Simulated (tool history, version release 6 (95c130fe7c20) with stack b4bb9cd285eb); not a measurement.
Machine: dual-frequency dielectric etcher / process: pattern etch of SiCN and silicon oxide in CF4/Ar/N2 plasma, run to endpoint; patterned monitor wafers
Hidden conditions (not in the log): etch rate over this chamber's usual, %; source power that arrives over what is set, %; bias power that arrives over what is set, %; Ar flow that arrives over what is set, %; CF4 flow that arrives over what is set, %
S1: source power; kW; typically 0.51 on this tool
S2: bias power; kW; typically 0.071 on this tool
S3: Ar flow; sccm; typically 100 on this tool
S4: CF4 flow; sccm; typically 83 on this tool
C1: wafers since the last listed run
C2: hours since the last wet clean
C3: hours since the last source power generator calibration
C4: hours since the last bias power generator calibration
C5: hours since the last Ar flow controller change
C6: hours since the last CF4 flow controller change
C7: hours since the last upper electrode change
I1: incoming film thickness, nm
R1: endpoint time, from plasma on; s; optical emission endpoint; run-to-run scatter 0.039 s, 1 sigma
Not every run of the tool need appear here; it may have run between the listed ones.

Run 1, hour 0: usual settings; C1 0; C2 870.5; C3 253.8; C4 2610.5; C5 615.5; C6 463.5; C7 4376.2; I1 9.51. Result: R1 9.2 s.
At hour 91.6: wet clean of the chamber.
Run 2, hour 213.2: usual settings but S1 0.43 kW; C1 2565; C2 121.6; C3 467; C4 2823.7; C5 828.7; C6 676.7; C7 4589.4; I1 9.6. Result: R1 11.6 s.
At hour 295.9: bias power generator calibrated.
Run 3, hour 309.9: usual settings but S1 0.59 kW, S2 0.08 kW; C1 1256; C2 218.3; C3 563.7; C4 14; C5 925.4; C6 773.4; C7 4686.1; I1 9.68. Result: R1 8 s.
Run 4, hour 353.4: usual settings but S1 0.44 kW, S2 0.081 kW, S3 77 sccm, S4 71 sccm; C1 589; C2 261.8; C3 607.2; C4 57.5; C5 968.9; C6 816.9; C7 4729.6; I1 9.7. Result: R1 10.2 s.
Run 5, hour 419.9: usual settings but S2 0.054 kW, S3 117 sccm, S4 96 sccm; C1 901; C2 328.3; C3 673.7; C4 124; C5 1035.4; C6 883.4; C7 4796.1; I1 9.65. Result: R1 10.5 s.
Run 6, hour 464.7: usual settings but S1 0.58 kW; C1 607; C2 373.1; C3 718.5; C4 168.8; C5 1080.2; C6 928.2; C7 4840.9; I1 9.58. Result: R1 8.3 s.
Run 7, hour 525.1: usual settings but S1 0.45 kW, S2 0.066 kW, S3 118 sccm, S4 93 sccm; C1 818; C2 433.5; C3 778.9; C4 229.2; C5 1140.6; C6 988.6; C7 4901.3; I1 9.5. Result: R1 11.1 s.
Run 8, hour 612.6: usual settings; C1 1186; C2 521; C3 866.4; C4 316.7; C5 1228.1; C6 1076.1; C7 4988.8; I1 9.56. Result: R1 9.4 s.
Run 9, hour 708.9: usual settings but S3 79 sccm; C1 1305; C2 617.3; C3 962.7; C4 413; C5 1324.4; C6 1172.4; C7 5085.1; I1 9.61. Result: R1 8.7 s.
Run 10, hour 813.3: usual settings but S1 0.6 kW, S3 91 sccm; C1 1415; C2 721.7; C3 1067.1; C4 517.4; C5 1428.8; C6 1276.8; C7 5189.5; I1 9.58. Result: R1 7.6 s.
At hour 878.9: wet clean of the chamber.
At hour 930.8: upper electrode replaced.
Run 11, hour 931.3: usual settings; C1 949; C2 52.4; C3 1185.1; C4 635.4; C5 1546.8; C6 1394.8; C7 0.5; I1 9.66. Result: R1 9.6 s.
Run 12, hour 1116.3: usual settings but S3 84 sccm, S4 93 sccm; C1 2508; C2 237.4; C3 1370.1; C4 820.4; C5 1731.8; C6 1579.8; C7 185.5; I1 9.66. Result: R1 9 s.
Run 13, hour 1159.8: usual settings but S2 0.089 kW; C1 589; C2 280.9; C3 1413.6; C4 863.9; C5 1775.3; C6 1623.3; C7 229; I1 9.67. Result: R1 8.8 s.
Run 14, hour 1437.9: usual settings but S4 76 sccm; C1 3770; C2 559; C3 1691.7; C4 1142; C5 2053.4; C6 1901.4; C7 507.1; I1 9.54. Result: R1 9.3 s.
Run 15, hour 1510.7: usual settings but S1 0.56 kW, S2 0.077 kW, S3 81 sccm, S4 97 sccm; C1 987; C2 631.8; C3 1764.5; C4 1214.8; C5 2126.2; C6 1974.2; C7 579.9; I1 9.58. Result: R1 7.6 s.
Run 16, hour 1592.8: usual settings but S1 0.61 kW, S3 108 sccm; C1 1113; C2 713.9; C3 1846.6; C4 1296.9; C5 2208.3; C6 2056.3; C7 662; I1 9.62. Result: R1 7.8 s.
Run 17, hour 1641.8: usual settings; C1 664; C2 762.9; C3 1895.6; C4 1345.9; C5 2257.3; C6 2105.3; C7 711; I1 9.54. Result: R1 9.1 s.
Run 18, hour 1698.2: usual settings but S3 84 sccm, S4 63 sccm; C1 764; C2 819.3; C3 1952; C4 1402.3; C5 2313.7; C6 2161.7; C7 767.4; I1 9.43. Result: R1 8.9 s.
Run 19, hour 1754.1: usual settings but S1 0.43 kW, S4 96 sccm; C1 757; C2 875.2; C3 2007.9; C4 1458.2; C5 2369.6; C6 2217.6; C7 823.3; I1 9.57. Result: R1 10.6 s.
At hour 1817.1: wet clean of the chamber.
Run 20, hour 1817.6: usual settings but S2 0.06 kW; C1 535; C2 0.5; C3 2071.4; C4 1521.7; C5 2433.1; C6 2281.1; C7 886.8; I1 9.57. Result: R1 10 s.
Run 21, hour 1847.3: usual settings but S2 0.059 kW, S3 115 sccm; C1 402; C2 30.2; C3 2101.1; C4 1551.4; C5 2462.8; C6 2310.8; C7 916.5; I1 9.61. Result: R1 10.6 s.
At hour 1940.5: source power generator calibrated.
Run 22, hour 1948.6: usual settings but S1 0.44 kW, S2 0.081 kW, S3 77 sccm, S4 71 sccm; C1 1319; C2 131.5; C3 8.1; C4 1652.7; C5 2564.1; C6 2412.1; C7 1017.8; I1 9.5. Result: R1 10.1 s.
Run 23, hour 2004.1: usual settings but S2 0.086 kW, S3 75 sccm; C1 752; C2 187; C3 63.6; C4 1708.2; C5 2619.6; C6 2467.6; C7 1073.3; I1 9.58. Result: R1 8.4 s.

Predict each of these 5 candidate next runs independently; none follows another, all start after run 23:
Run A, hour 2004.5: usual settings but S4 92 sccm; C1 5; C2 187.4; C3 64; C4 1708.6; C5 2620; C6 2468; C7 1073.7; I1 9.54. Result: R1 ?.
Run B, hour 2004.5: usual settings but S1 0.43 kW, S2 0.057 kW, S3 117 sccm; C1 5; C2 187.4; C3 64; C4 1708.6; C5 2620; C6 2468; C7 1073.7; I1 9.54. Result: R1 ?.
Run C, hour 2004.5: usual settings but S1 0.64 kW, S2 0.064 kW, S4 63 sccm; C1 5; C2 187.4; C3 64; C4 1708.6; C5 2620; C6 2468; C7 1073.7; I1 9.54. Result: R1 ?.
Run D, hour 2004.5: usual settings but S1 0.57 kW, S2 0.066 kW, S3 121 sccm, S4 90 sccm; C1 5; C2 187.4; C3 64; C4 1708.6; C5 2620; C6 2468; C7 1073.7; I1 9.54. Result: R1 ?.
Run E, hour 2004.5: usual settings but S1 0.46 kW, S2 0.062 kW, S3 94 sccm, S4 77 sccm; C1 5; C2 187.4; C3 64; C4 1708.6; C5 2620; C6 2468; C7 1073.7; I1 9.54. Result: R1 ?.

run    R1
  A   9.3
  B  12.6
  C   8.1
  D   8.9
  E  10.9
What these runs would have given with no unlogged condition in the tool:
run    R1
  A   9.4
  B  12.7
  C   8.2
  D     9
  E  11.1

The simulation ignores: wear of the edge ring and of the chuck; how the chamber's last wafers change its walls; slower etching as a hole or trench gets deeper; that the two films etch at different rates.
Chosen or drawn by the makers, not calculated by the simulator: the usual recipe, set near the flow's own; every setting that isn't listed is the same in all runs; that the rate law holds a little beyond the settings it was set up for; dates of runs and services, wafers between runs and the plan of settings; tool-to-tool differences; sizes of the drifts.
